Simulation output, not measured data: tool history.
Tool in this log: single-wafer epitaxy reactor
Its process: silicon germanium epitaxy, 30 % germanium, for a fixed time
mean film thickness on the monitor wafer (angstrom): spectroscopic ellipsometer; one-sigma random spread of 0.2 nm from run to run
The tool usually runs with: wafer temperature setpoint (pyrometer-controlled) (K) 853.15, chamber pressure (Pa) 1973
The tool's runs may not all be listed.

run   hour  wafer temperature setpoint (pyrometer-controlled) (K)  chamber pressure (Pa)  wafers since the last listed run  hours since the last pyrometer calibration  hours since the last manometer calibration  hours since the showerhead was replaced  hours since the gauge calibration  read-back reference wafer on the same gauge, thickness_nm  mean film thickness on the monitor wafer (angstrom)
  1    0.0                                                 853.15                   1973                                 0                                      2207.0                                      1672.9                                   2878.6                              219.1                                                     45.757                                               393.49
  2   10.9                                                 853.15                   1973                               142                                      2217.9                                      1683.8                                   2889.5                              230.0                                                     45.693                                               394.54
  3   21.1                                                 853.15                   1973                               133                                      2228.1                                      1694.0                                   2899.7                              240.2                                                     45.643                                               393.24
  4   37.2                                                 853.15                   1973                               211                                      2244.2                                      1710.1                                   2915.8                              256.3                                                     45.670                                               392.86
  5   53.1                                                 857.15                   2266                               208                                      2260.1                                      1726.0                                   2931.7                              272.2                                                     45.708                                               443.31
  6   70.3                                                 857.15                   2266                               225                                      2277.3                                      1743.2                                   2948.9                              289.4                                                     45.717                                               443.34
  7   81.0                                                 862.15                   2280                               140                                      2288.0                                      1753.9                                   2959.6                              300.1                                                     45.713                                               497.35
  8   91.9                                                 862.15                   2280                               142                                      2298.9                                      1764.8                                   2970.5                              311.0                                                     45.725                                               498.98
  9  100.2                                                 853.15                   1973                               108                                      2307.2                                      1773.1                                   2978.8                              319.3                                                     45.708                                               395.11
     109.9  -- gauge calibrated
 10  112.1                                                 853.15                   1973                               156                                      2319.1                                      1785.0                                   2990.7                                2.2                                                     45.736                                               392.51
 11  124.3                                                 853.15                   1973                               160                                      2331.3                                      1797.2                                   3002.9                               14.4                                                     45.671                                               392.28
 12  135.4                                                 853.15                   1973                               145                                      2342.4                                      1808.3                                   3014.0                               25.5                                                     45.648                                               391.71
 13  144.7                                                 853.15                   2386                               122                                      2351.7                                      1817.6                                   3023.3                               34.8                                                     45.705                                               415.73
     162.0  -- pyrometer calibrated
 14  162.5                                                 853.15                   2240                               128                                         0.5                                      1835.4                                   3041.1                               52.6                                                     45.694                                               408.27
 15  173.9                                                 853.15                   1693                               149                                        11.9                                      1846.8                                   3052.5                               64.0                                                     45.749                                               378.21
 16  191.2                                                 847.15                   2320                               226                                        29.2                                      1864.1                                   3069.8                               81.3                                                     45.727                                               360.85
     205.4  -- capacitance manometer re-zeroed and calibrated
 17  205.9                                                 846.15                   1587                                87                                        43.9                                         0.5                                   3084.5                               96.0                                                     45.636                                               316.57
 18  212.0                                                 857.15                   1520                                80                                        50.0                                         6.6                                   3090.6                              102.1                                                     45.714                                               401.02
     221.3  -- showerhead replaced
 19  226.2                                                 853.15                   1973                                81                                        64.2                                        20.8                                      4.9                              116.3                                                     45.697                                               391.77
 20  240.3                                                 859.15                   1613                               184                                        78.3                                        34.9                                     19.0                              130.4                                                     45.706                                               428.31
 21  248.9                                                 853.15                   1973                               112                                        86.9                                        43.5                                     27.6                              139.0                                                     45.713                                               391.83
 22  257.4                                                 853.15                   1973                               111                                        95.4                                        52.0                                     36.1                              147.5                                                     45.730                                               393.59
 23  272.8                                                 862.15                   2320                               202                                       110.8                                        67.4                                     51.5                              162.9                                                     45.685                                               503.01
 24  283.4                                                 853.15                   1973                               139                                       121.4                                        78.0                                     62.1                              173.5                                                     45.693                                               392.59
 25  297.1                                                 840.15                   2333                               179                                       135.1                                        91.7                                     75.8                              187.2                                                     45.652                                               311.16
 26  310.1                                                 867.15                   1547                               170                                       148.1                                       104.7                                     88.8                              200.2                                                     45.673                                               496.20
 27  324.6                                                 838.15                   2240                               190                                       162.6                                       119.2                                    103.3                              214.7                                                     45.700                                               291.77
 28  334.3                                                 844.15                   2360                               127                                       172.3                                       128.9                                    113.0                              224.4                                                     45.665                                               339.40
 29  351.1                                                 841.15                   2226                               220                                       189.1                                       145.7                                    129.8                              241.2                                                     45.669                                               313.77
 30  360.6                                                 853.15                   1973                               124                                       198.6                                       155.2                                    139.3                              250.7                                                     45.701                                               392.34
 31  373.9                                                 853.15                   2280                               174                                       211.9                                       168.5                                    152.6                              264.0                                                     45.662                                               409.63
 32  388.6                                                 841.15                   1533                               192                                       226.6                                       183.2                                    167.3                              278.7                                                     45.689                                               281.22
 33  441.6                                                 853.15                   1973                               695                                       279.6                                       236.2                                    220.3                              331.7                                                     45.679                                               394.82
 34  451.0                                                 841.15                   2346                               123                                       289.0                                       245.6                                    229.7                              341.1                                                     45.704                                               316.78

Entry by entry between the runs, the difference in hidden state between the last listed run before and the first listed run after:
Between runs 9 and 10: gauge calibrated (hour 109.9)
  both runs share identical hidden conditions
Between runs 13 and 14: pyrometer calibrated (hour 162.0)
  both runs share identical hidden conditions
Between runs 16 and 17: capacitance manometer re-zeroed and calibrated (hour 205.4)
  both runs share identical hidden conditions
Between runs 18 and 19: showerhead replaced (hour 221.3)
  both runs share identical hidden conditions
